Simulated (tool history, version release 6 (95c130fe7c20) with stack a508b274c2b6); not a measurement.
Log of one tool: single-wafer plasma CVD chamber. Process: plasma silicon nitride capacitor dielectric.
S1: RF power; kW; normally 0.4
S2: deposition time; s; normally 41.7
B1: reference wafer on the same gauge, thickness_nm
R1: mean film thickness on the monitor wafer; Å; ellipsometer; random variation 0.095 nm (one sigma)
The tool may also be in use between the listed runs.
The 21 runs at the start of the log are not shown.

Run 22, hour 269.9: usual settings but S1 0.375 kW, S2 45.8 s; B1 49.974. Result: R1 583.91 Å.
At hour 277: gauge calibrated.
Run 23, hour 280: usual settings but S1 0.48 kW, S2 46.7 s; B1 50.021. Result: R1 671.98 Å.
Run 24, hour 287.8: usual settings; B1 50.033. Result: R1 550.53 Å.
Run 25, hour 294.4: usual settings but S1 0.38 kW; B1 49.993. Result: R1 535.08 Å.
Run 26, hour 310.8: usual settings but S1 0.36 kW, S2 38.2 s; B1 50.016. Result: R1 476.5 Å.
Run 27, hour 317.8: usual settings; B1 50.009. Result: R1 548.62 Å.
Run 28, hour 333.9: usual settings; B1 50.004. Result: R1 547.24 Å.
Run 29, hour 341.5: usual settings but S1 0.375 kW, S2 48.8 s; B1 49.979. Result: R1 619.64 Å.
Run 30, hour 347.6: usual settings but S1 0.325 kW; B1 50.004. Result: R1 488.39 Å.
Run 31, hour 355.1: usual settings; B1 50.033. Result: R1 546.82 Å.
Run 32, hour 368.4: usual settings but S1 0.45 kW, S2 38.6 s; B1 49.991. Result: R1 538.57 Å.
Run 33, hour 374.8: usual settings; B1 49.994. Result: R1 545.89 Å.
Run 34, hour 390.9: usual settings; B1 50.015. Result: R1 546.34 Å.

Forecast each of these 5 alternatives for the next run:
Run A, hour 391.3: usual settings but S1 0.35 kW; B1 ?. Result: R1 ?.
Run B, hour 391.3: usual settings but S1 0.48 kW, S2 39.1 s; B1 ?. Result: R1 ?.
Run C, hour 391.3: usual settings but S1 0.445 kW, S2 35.3 s; B1 ?. Result: R1 ?.
Run D, hour 391.3: usual settings but S2 44.5 s; B1 ?. Result: R1 ?.
Run E, hour 391.3: usual settings but S1 0.35 kW, S2 48.9 s; B1 ?. Result: R1 ?.

run      B1      R1
  A  49.989  509.86
  B  49.989  560.72
  C  49.989  488.67
  D  49.989  584.52
  E  49.989  597.89
Stripped of hidden state, with their random variation kept, the same runs would have yielded:
run      R1
  A  515.78
  B  567.23
  C  494.34
  D  591.31
  E  604.84

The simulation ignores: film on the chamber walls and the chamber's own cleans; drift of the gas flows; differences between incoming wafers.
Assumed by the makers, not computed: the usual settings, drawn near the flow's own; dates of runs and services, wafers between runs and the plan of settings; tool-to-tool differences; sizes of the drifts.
